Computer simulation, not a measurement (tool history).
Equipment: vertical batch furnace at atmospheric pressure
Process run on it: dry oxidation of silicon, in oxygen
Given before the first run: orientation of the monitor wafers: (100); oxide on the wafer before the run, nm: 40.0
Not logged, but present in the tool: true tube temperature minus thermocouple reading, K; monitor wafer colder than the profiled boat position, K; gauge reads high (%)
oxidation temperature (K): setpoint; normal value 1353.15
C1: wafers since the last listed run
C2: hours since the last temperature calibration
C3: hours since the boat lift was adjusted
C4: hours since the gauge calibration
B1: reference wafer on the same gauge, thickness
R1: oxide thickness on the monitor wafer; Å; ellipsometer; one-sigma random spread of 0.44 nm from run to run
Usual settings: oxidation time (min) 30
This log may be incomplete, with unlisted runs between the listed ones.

run 1 hour=0 | oxidation_temperature_(K)=1353.15 oxidation_time_(min)=30 | C1=0 C2=2376.5 C3=2296.3 C4=721.3 | B1=72.34 | R1=844
run 2 hour=80 | oxidation_temperature_(K)=1353.15 oxidation_time_(min)=30 | C1=912 C2=2456.5 C3=2376.3 C4=801.3 | B1=72.53 | R1=844.5
run 3 hour=160.2 | oxidation_temperature_(K)=1353.15 oxidation_time_(min)=30 | C1=914 C2=2536.7 C3=2456.5 C4=881.5 | B1=72.38 | R1=842.8
run 4 hour=258.2 | oxidation_temperature_(K)=1353.15 oxidation_time_(min)=30 | C1=1118 C2=2634.7 C3=2554.5 C4=979.5 | B1=72.46 | R1=853.7
-- hour=352.5 thermocouples replaced and temperature profile calibrated
run 5 hour=362.8 | oxidation_temperature_(K)=1353.15 oxidation_time_(min)=30 | C1=919 C2=10.3 C3=2659.1 C4=1084.1 | B1=72.58 | R1=830.2
run 6 hour=439.1 | oxidation_temperature_(K)=1353.15 oxidation_time_(min)=30 | C1=870 C2=86.6 C3=2735.4 C4=1160.4 | B1=72.58 | R1=823.1
run 7 hour=679.7 | oxidation_temperature_(K)=1353.15 oxidation_time_(min)=30 | C1=2744 C2=327.2 C3=2976 C4=1401 | B1=72.47 | R1=827
run 8 hour=739.9 | oxidation_temperature_(K)=1353.15 oxidation_time_(min)=30 | C1=686 C2=387.4 C3=3036.2 C4=1461.2 | B1=72.53 | R1=835.4
run 9 hour=799.9 | oxidation_temperature_(K)=1346.15 oxidation_time_(min)=36.5 | C1=684 C2=447.4 C3=3096.2 C4=1521.2 | B1=72.58 | R1=862.6
run 10 hour=845.5 | oxidation_temperature_(K)=1346.15 oxidation_time_(min)=36.5 | C1=520 C2=493 C3=3141.8 C4=1566.8 | B1=72.54 | R1=873.3
run 11 hour=941.8 | oxidation_temperature_(K)=1346.15 oxidation_time_(min)=36.5 | C1=1098 C2=589.3 C3=3238.1 C4=1663.1 | B1=72.42 | R1=879.5
run 12 hour=988.1 | oxidation_temperature_(K)=1338.15 oxidation_time_(min)=30 | C1=528 C2=635.6 C3=3284.4 C4=1709.4 | B1=72.68 | R1=776.3
run 13 hour=1074.1 | oxidation_temperature_(K)=1338.15 oxidation_time_(min)=30 | C1=981 C2=721.6 C3=3370.4 C4=1795.4 | B1=72.57 | R1=763.2
run 14 hour=1173.3 | oxidation_temperature_(K)=1353.15 oxidation_time_(min)=35 | C1=1131 C2=820.8 C3=3469.6 C4=1894.6 | B1=72.44 | R1=881.5
run 15 hour=1222.4 | oxidation_temperature_(K)=1353.15 oxidation_time_(min)=35 | C1=560 C2=869.9 C3=3518.7 C4=1943.7 | B1=72.42 | R1=890.2
run 16 hour=1297.8 | oxidation_temperature_(K)=1353.15 oxidation_time_(min)=35 | C1=860 C2=945.3 C3=3594.1 C4=2019.1 | B1=72.48 | R1=888
run 17 hour=1396.8 | oxidation_temperature_(K)=1353.15 oxidation_time_(min)=41 | C1=1129 C2=1044.3 C3=3693.1 C4=2118.1 | B1=72.48 | R1=962.9
run 18 hour=1678.2 | oxidation_temperature_(K)=1353.15 oxidation_time_(min)=21 | C1=3210 C2=1325.7 C3=3974.5 C4=2399.5 | B1=72.45 | R1=724.7
run 19 hour=1755.3 | oxidation_temperature_(K)=1333.15 oxidation_time_(min)=35 | C1=879 C2=1402.8 C3=4051.6 C4=2476.6 | B1=72.62 | R1=809

Run 20, settings as shown, results not yet in. Your forecast:
run 20 hour=1843.5 | oxidation_temperature_(K)=1335.15 oxidation_time_(min)=21.5 | C1=1006 C2=1491 C3=4139.8 C4=2564.8 | B1=? | R1=?

B1: 72.49
R1: 671.6 Å
Minus the tool's unlogged condition, the same run would have read R1 663.8 Å.

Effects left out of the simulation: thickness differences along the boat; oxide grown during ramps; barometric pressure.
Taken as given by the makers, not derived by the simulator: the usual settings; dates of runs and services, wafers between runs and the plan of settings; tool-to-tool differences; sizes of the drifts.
